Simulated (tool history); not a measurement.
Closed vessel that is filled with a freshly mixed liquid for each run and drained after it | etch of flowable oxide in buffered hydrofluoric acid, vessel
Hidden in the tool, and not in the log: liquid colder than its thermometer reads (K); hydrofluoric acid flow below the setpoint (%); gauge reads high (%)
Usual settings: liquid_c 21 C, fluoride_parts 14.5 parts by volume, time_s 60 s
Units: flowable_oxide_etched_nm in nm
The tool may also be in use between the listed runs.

run   hour  liquid_c  fluoride_parts  time_s  wafers since the last listed run  hours since the thermometer was replaced  hours since the hydrofluoric acid flow meter was replaced  hours since the gauge calibration  read-back film thickness of the flowable oxide reference wafer, read on the same gauge (nm)  flowable_oxide_etched_nm
  1      0        21            14.5      60                                 0                                      1329                                                     2119.9                                364                                                                                       149.98                     82.88
  2   62.5        21            14.5      60                              6665                                    1391.5                                                     2182.4                              426.5                                                                                       150.02                     82.75
  3  105.9        24            14.5      60                              4628                                    1434.9                                                     2225.8                              469.9                                                                                          150                     96.86
  4  150.9        21            14.5      60                              4799                                    1479.9                                                     2270.8                              514.9                                                                                       149.99                     81.62
  5  329.6        21            14.5      60                             19058                                    1658.6                                                     2449.5                              693.6                                                                                          150                     82.01
     397.9  -- hydrofluoric acid flow meter replaced
     407.4  -- thermometer replaced
  6  408.3        21            16.5      70                              8179                                       0.9                                                       10.4                              772.3                                                                                          150                     76.78
  7  460.2        21            16.5      70                              5535                                      52.8                                                       62.3                              824.2                                                                                       150.04                     77.51
  8  548.4      22.5            18.5      45                              9406                                       141                                                      150.5                              912.4                                                                                       149.98                     49.14
     596.4  -- hydrofluoric acid flow meter replaced, repeated, since the last time left the tool worse
  9  642.8        21            14.5      60                              9960                                     235.4                                                       46.4                             1006.8                                                                                       150.04                     88.17
     679.8  -- gauge calibrated
 10  729.2      24.5            14.5      60                              9214                                     321.8                                                      132.8                               49.4                                                                                       150.01                     106.7
 11  824.2        23            12.5      75                             10131                                     416.8                                                      227.8                              144.4                                                                                       149.98                    140.39
 12  892.8        25              19      60                              7316                                     485.4                                                      296.4                                213                                                                                       150.06                     84.35
 13  941.5        21            14.5      60                              5193                                     534.1                                                      345.1                              261.7                                                                                       149.95                     86.95
 14  999.6      24.5            14.5      75                              6196                                     592.2                                                      403.2                              319.8                                                                                       150.06                    132.12

Hidden state at the last listed run before each entry between runs and at the first one after, where it differs:
Between runs 5 and 6: hydrofluoric acid flow meter replaced (hour 397.9); thermometer replaced (hour 407.4)
  hydrofluoric acid flow below the setpoint (%): 7.84 -> 15
  measured less the result without the state, flowable_oxide_etched_nm: -6.86 -> -13.39 nm
Between runs 8 and 9: hydrofluoric acid flow meter replaced, repeated, since the last time left the tool worse (hour 596.4)
  hydrofluoric acid flow below the setpoint (%): 15.5 -> 0.165
  measured less the result without the state, flowable_oxide_etched_nm: -7.33 -> -0.14 nm
Between runs 9 and 10: gauge calibrated (hour 679.8)
  hydrofluoric acid flow below the setpoint (%): 0.165 -> 0.434
  measured less the result without the state, flowable_oxide_etched_nm: -0.14 -> -0.45 nm
